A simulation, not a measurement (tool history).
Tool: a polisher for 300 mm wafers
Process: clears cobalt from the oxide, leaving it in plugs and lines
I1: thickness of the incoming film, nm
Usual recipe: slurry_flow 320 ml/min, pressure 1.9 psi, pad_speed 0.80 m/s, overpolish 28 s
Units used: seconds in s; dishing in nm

Run 1, hour 0.0: usual settings; I1 266.4. Result: seconds 82.8 s, dishing 48.1 nm.
Run 2, hour 34.2: usual settings; I1 270.7. Result: seconds 81.3 s, dishing 47.5 nm.
At hour 46.3: worn pad replaced by a new one.
Run 3, hour 50.8: usual settings; I1 276.0. Result: seconds 87.1 s, dishing 47.7 nm.
Run 4, hour 74.1: usual settings but pad_speed 0.68 m/s; I1 272.8. Result: seconds 103.2 s, dishing 43.5 nm.
Run 5, hour 87.5: usual settings but pad_speed 0.68 m/s; I1 265.6. Result: seconds 95.8 s, dishing 43.6 nm.
Run 6, hour 122.1: usual settings but pad_speed 0.68 m/s; I1 265.6. Result: seconds 100.8 s, dishing 43.0 nm.
Run 7, hour 147.3: usual settings but slurry_flow 380 ml/min, pad_speed 0.94 m/s; I1 267.3. Result: seconds 72.4 s, dishing 49.9 nm.
Run 8, hour 173.4: usual settings but slurry_flow 380 ml/min, pad_speed 0.94 m/s; I1 271.1. Result: seconds 75.0 s, dishing 50.3 nm.
Run 9, hour 207.4: usual settings; I1 266.9. Result: seconds 84.0 s, dishing 46.6 nm.
At hour 223.3: worn pad replaced by a new one.
Run 10, hour 239.4: usual settings; I1 269.3. Result: seconds 83.9 s, dishing 46.8 nm.
Run 11, hour 260.8: usual settings but pad_speed 0.60 m/s; I1 265.4. Result: seconds 113.5 s, dishing 41.3 nm.
Run 12, hour 276.1: usual settings but pad_speed 0.60 m/s; I1 274.8. Result: seconds 110.2 s, dishing 39.8 nm.
Run 13, hour 352.7: usual settings but pad_speed 0.60 m/s; I1 270.0. Result: seconds 114.0 s, dishing 40.1 nm.
Run 14, hour 368.4: usual settings; I1 270.8. Result: seconds 88.2 s, dishing 48.8 nm.
Run 15, hour 393.4: usual settings; I1 275.9. Result: seconds 88.2 s, dishing 46.3 nm.
At hour 395.1: slurry nozzle cleaned.
Run 16, hour 414.6: usual settings; I1 271.8. Result: seconds 83.9 s, dishing 48.1 nm.
Run 17, hour 436.6: usual settings but slurry_flow 380 ml/min; I1 269.1. Result: seconds 84.9 s, dishing 47.5 nm.
At hour 461.9: worn pad replaced by a new one.
Run 18, hour 462.4: usual settings but slurry_flow 355 ml/min, pressure 2.1 psi, pad_speed 0.72 m/s, overpolish 22 s; I1 273.6. Result: seconds 86.8 s, dishing 42.4 nm.
Run 19, hour 483.0: usual settings but slurry_flow 405 ml/min; I1 273.4. Result: seconds 83.2 s, dishing 46.8 nm.
At hour 575.0: head pressure recalibrated.
Run 20, hour 584.2: usual settings but overpolish 35 s; I1 272.0. Result: seconds 70.1 s, dishing 54.0 nm.
Run 21, hour 606.0: usual settings; I1 267.2. Result: seconds 68.8 s, dishing 51.4 nm.
Run 22, hour 640.3: usual settings; I1 270.1. Result: seconds 70.0 s, dishing 50.1 nm.
Run 23, hour 662.6: usual settings but slurry_flow 280 ml/min, pressure 1.3 psi, pad_speed 0.94 m/s, overpolish 42 s; I1 269.1. Result: seconds 87.9 s, dishing 53.8 nm.
At hour 675.4: worn pad replaced by a new one.
Run 24, hour 693.7: usual settings; I1 267.3. Result: seconds 68.5 s, dishing 50.4 nm.
Run 25, hour 708.0: usual settings; I1 269.2. Result: seconds 72.1 s, dishing 49.9 nm.
Run 26, hour 738.8: usual settings but slurry_flow 215 ml/min, overpolish 15 s; I1 269.5. Result: seconds 74.7 s, dishing 36.1 nm.
At hour 759.6: head pressure recalibrated, repeated, since the last time left the tool worse.
Run 27, hour 763.5: usual settings but slurry_flow 375 ml/min, pressure 2.1 psi, pad_speed 0.92 m/s, overpolish 38 s; I1 268.1. Result: seconds 63.8 s, dishing 57.6 nm.
Run 28, hour 777.1: usual settings but overpolish 36 s; I1 273.2. Result: seconds 81.3 s, dishing 53.4 nm.
Run 29, hour 807.0: usual settings but pad_speed 0.60 m/s; I1 272.6. Result: seconds 106.8 s, dishing 42.1 nm.
Run 30, hour 835.0: usual settings but slurry_flow 430 ml/min, pressure 2.5 psi, pad_speed 0.94 m/s; I1 268.2. Result: seconds 52.7 s, dishing 55.4 nm.
At hour 855.5: worn pad replaced by a new one.
Run 31, hour 864.7: usual settings but slurry_flow 425 ml/min, overpolish 19 s; I1 264.5. Result: seconds 79.4 s, dishing 39.1 nm.
Run 32, hour 886.8: usual settings but slurry_flow 415 ml/min, pad_speed 0.92 m/s, overpolish 18 s; I1 274.5. Result: seconds 73.9 s, dishing 40.9 nm.
Run 33, hour 917.5: usual settings but slurry_flow 245 ml/min, pad_speed 1.04 m/s; I1 273.8. Result: seconds 65.3 s, dishing 52.3 nm.

For each run, what was the tool's unlogged condition?
removal rate lost through wear of the pad, %: 0 across all the runs
slurry flow missing at the pad, %: 0 across all the runs
H1: deviation of the head's pressure from its setpoint, %
run      H1
  1   -6.09
  2   -6.31
  3   -6.41
  4   -6.53
  5    -6.6
  6   -6.77
  7   -6.88
  8   -6.99
  9   -7.11
 10   -7.22
 11   -7.29
 12   -7.33
 13   -7.52
 14   -7.56
 15   -7.61
 16   -7.65
 17   -7.69
 18   -7.73
 19   -7.77
 20    15.4
 21    14.9
 22    14.1
 23    13.6
 24    12.9
 25    12.7
 26    12.1
 27  -0.452
 28  -0.818
 29   -1.57
 30   -2.22
 31   -2.84
 32   -3.28
 33   -3.83
